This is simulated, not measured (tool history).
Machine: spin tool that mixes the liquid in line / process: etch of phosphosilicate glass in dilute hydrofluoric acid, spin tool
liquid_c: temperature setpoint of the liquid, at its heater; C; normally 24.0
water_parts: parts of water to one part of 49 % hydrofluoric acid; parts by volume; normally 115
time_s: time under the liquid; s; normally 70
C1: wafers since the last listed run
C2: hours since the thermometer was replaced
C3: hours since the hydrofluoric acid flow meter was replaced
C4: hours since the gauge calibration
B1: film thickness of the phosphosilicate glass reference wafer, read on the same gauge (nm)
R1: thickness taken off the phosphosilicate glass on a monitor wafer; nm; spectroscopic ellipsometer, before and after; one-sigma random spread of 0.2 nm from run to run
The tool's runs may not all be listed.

run 1 hour=0.0 | liquid_c=21.0 water_parts=115 time_s=70 | C1=0 C2=1562.5 C3=749.8 C4=127.0 | B1=110.03 | R1=40.56
run 2 hour=48.1 | liquid_c=21.0 water_parts=115 time_s=70 | C1=402 C2=1610.6 C3=797.9 C4=175.1 | B1=110.02 | R1=40.99
run 3 hour=118.5 | liquid_c=21.0 water_parts=115 time_s=70 | C1=589 C2=1681.0 C3=868.3 C4=245.5 | B1=110.01 | R1=40.73
run 4 hour=185.6 | liquid_c=24.0 water_parts=115 time_s=70 | C1=561 C2=1748.1 C3=935.4 C4=312.6 | B1=110.02 | R1=46.52
run 5 hour=211.2 | liquid_c=24.0 water_parts=115 time_s=70 | C1=214 C2=1773.7 C3=961.0 C4=338.2 | B1=109.96 | R1=46.51
run 6 hour=278.4 | liquid_c=26.5 water_parts=115 time_s=70 | C1=562 C2=1840.9 C3=1028.2 C4=405.4 | B1=110.02 | R1=51.02
-- hour=302.6 thermometer replaced
-- hour=363.8 gauge calibrated
run 7 hour=449.6 | liquid_c=26.5 water_parts=115 time_s=70 | C1=1424 C2=147.0 C3=1199.4 C4=85.8 | B1=109.98 | R1=51.85
run 8 hour=499.1 | liquid_c=22.0 water_parts=160 time_s=60 | C1=414 C2=196.5 C3=1248.9 C4=135.3 | B1=110.02 | R1=25.48
-- hour=523.8 hydrofluoric acid flow meter replaced
run 9 hour=554.2 | liquid_c=21.0 water_parts=115 time_s=70 | C1=452 C2=251.6 C3=30.4 C4=190.4 | B1=109.97 | R1=39.53
run 10 hour=592.1 | liquid_c=20.5 water_parts=165 time_s=40 | C1=317 C2=289.5 C3=68.3 C4=228.3 | B1=110.01 | R1=14.64
run 11 hour=616.1 | liquid_c=27.0 water_parts=160 time_s=50 | C1=200 C2=313.5 C3=92.3 C4=252.3 | B1=110.05 | R1=24.11
run 12 hour=687.0 | liquid_c=25.5 water_parts=115 time_s=30 | C1=593 C2=384.4 C3=163.2 C4=323.2 | B1=109.97 | R1=20.40
run 13 hour=752.0 | liquid_c=24.0 water_parts=140 time_s=70 | C1=544 C2=449.4 C3=228.2 C4=388.2 | B1=109.99 | R1=35.57
run 14 hour=807.6 | liquid_c=24.0 water_parts=60 time_s=110 | C1=465 C2=505.0 C3=283.8 C4=443.8 | B1=110.01 | R1=145.85

Forecast each of these 3 alternatives for the next run:
run A hour=808.0 | liquid_c=24.0 water_parts=115 time_s=70 | C1=3 C2=505.4 C3=284.2 C4=444.2 | B1=? | R1=?
run B hour=808.0 | liquid_c=21.0 water_parts=115 time_s=100 | C1=3 C2=505.4 C3=284.2 C4=444.2 | B1=? | R1=?
run C hour=808.0 | liquid_c=22.0 water_parts=115 time_s=90 | C1=3 C2=505.4 C3=284.2 C4=444.2 | B1=? | R1=?

run=A B1=110.03 R1=45.41
run=B B1=110.03 R1=57.57
run=C B1=110.03 R1=53.94
Had the tool no hidden state, the same runs would have come out as:
run=A R1=44.74
run=B R1=56.73
run=C R1=53.15
